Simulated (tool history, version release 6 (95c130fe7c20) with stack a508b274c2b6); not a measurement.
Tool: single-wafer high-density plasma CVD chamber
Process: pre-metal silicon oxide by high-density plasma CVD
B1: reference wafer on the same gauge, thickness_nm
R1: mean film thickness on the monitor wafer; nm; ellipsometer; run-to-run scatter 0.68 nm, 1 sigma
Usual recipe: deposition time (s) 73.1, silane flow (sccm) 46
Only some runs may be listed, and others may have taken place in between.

run 1 hour=0 | deposition_time_(s)=73.1 silane_flow_(sccm)=46 | B1=308.043 | R1=303.155
run 2 hour=101.7 | deposition_time_(s)=73.1 silane_flow_(sccm)=46 | B1=308.022 | R1=302.607
run 3 hour=207.4 | deposition_time_(s)=73.1 silane_flow_(sccm)=46 | B1=307.974 | R1=303.347
run 4 hour=250.6 | deposition_time_(s)=73.1 silane_flow_(sccm)=46 | B1=308.045 | R1=302.693
run 5 hour=304.8 | deposition_time_(s)=73.1 silane_flow_(sccm)=40 | B1=307.835 | R1=276.537
run 6 hour=349.8 | deposition_time_(s)=73.1 silane_flow_(sccm)=40 | B1=307.975 | R1=276.489
run 7 hour=453.4 | deposition_time_(s)=73.1 silane_flow_(sccm)=46 | B1=307.959 | R1=303.843
run 8 hour=537 | deposition_time_(s)=67.5 silane_flow_(sccm)=46 | B1=308.018 | R1=280.2
run 9 hour=626.6 | deposition_time_(s)=67.5 silane_flow_(sccm)=46 | B1=308.16 | R1=279.614
run 10 hour=706 | deposition_time_(s)=67.5 silane_flow_(sccm)=46 | B1=308.217 | R1=279.976
run 11 hour=766.8 | deposition_time_(s)=73.1 silane_flow_(sccm)=46 | B1=308.13 | R1=302.7
run 12 hour=860 | deposition_time_(s)=73.1 silane_flow_(sccm)=46 | B1=307.877 | R1=303.563
run 13 hour=925.7 | deposition_time_(s)=73.1 silane_flow_(sccm)=46 | B1=308.243 | R1=303.63
run 14 hour=963.6 | deposition_time_(s)=73.1 silane_flow_(sccm)=42 | B1=308.01 | R1=285.228
run 15 hour=1042.6 | deposition_time_(s)=73.1 silane_flow_(sccm)=46 | B1=307.889 | R1=301.876
run 16 hour=1085 | deposition_time_(s)=66.5 silane_flow_(sccm)=46 | B1=308.104 | R1=275.231
run 17 hour=1173.9 | deposition_time_(s)=67.8 silane_flow_(sccm)=52 | B1=308.184 | R1=305.359
run 18 hour=1219.3 | deposition_time_(s)=73.1 silane_flow_(sccm)=46 | B1=308.023 | R1=303.905
run 19 hour=1264.9 | deposition_time_(s)=82.1 silane_flow_(sccm)=41 | B1=307.856 | R1=315.62
run 20 hour=1360.6 | deposition_time_(s)=73.1 silane_flow_(sccm)=46 | B1=308.128 | R1=302.14
run 21 hour=1439.6 | deposition_time_(s)=81.8 silane_flow_(sccm)=54 | B1=308.022 | R1=378.278
-- hour=1519.6 silane flow controller replaced
run 22 hour=1524.1 | deposition_time_(s)=59.3 silane_flow_(sccm)=50 | B1=307.699 | R1=266.118
run 23 hour=1588.5 | deposition_time_(s)=62.6 silane_flow_(sccm)=48 | B1=308.054 | R1=272.553
run 24 hour=1677.2 | deposition_time_(s)=80.2 silane_flow_(sccm)=50 | B1=307.733 | R1=358.121
-- hour=1714.9 gauge calibrated
run 25 hour=1782 | deposition_time_(s)=81.8 silane_flow_(sccm)=54 | B1=308.219 | R1=383.963
run 26 hour=1847.5 | deposition_time_(s)=64.1 silane_flow_(sccm)=53 | B1=307.933 | R1=296.301
run 27 hour=1937.3 | deposition_time_(s)=73.1 silane_flow_(sccm)=48 | B1=308.27 | R1=317.498
run 28 hour=1998.1 | deposition_time_(s)=62.6 silane_flow_(sccm)=48 | B1=307.873 | R1=270.233
run 29 hour=2036.6 | deposition_time_(s)=64.7 silane_flow_(sccm)=42 | B1=307.879 | R1=255.654
run 30 hour=2076.8 | deposition_time_(s)=62.6 silane_flow_(sccm)=48 | B1=307.824 | R1=270.048

The next listed run, before its measurement:
run 31 hour=2136.9 | deposition_time_(s)=73.1 silane_flow_(sccm)=46 | B1=? | R1=?

{"run 31": {"B1": 308.054, "R1": 307.126}}
If the tool had no hidden condition, the same run with the same run-to-run variation would have returned R1 310.685 nm.
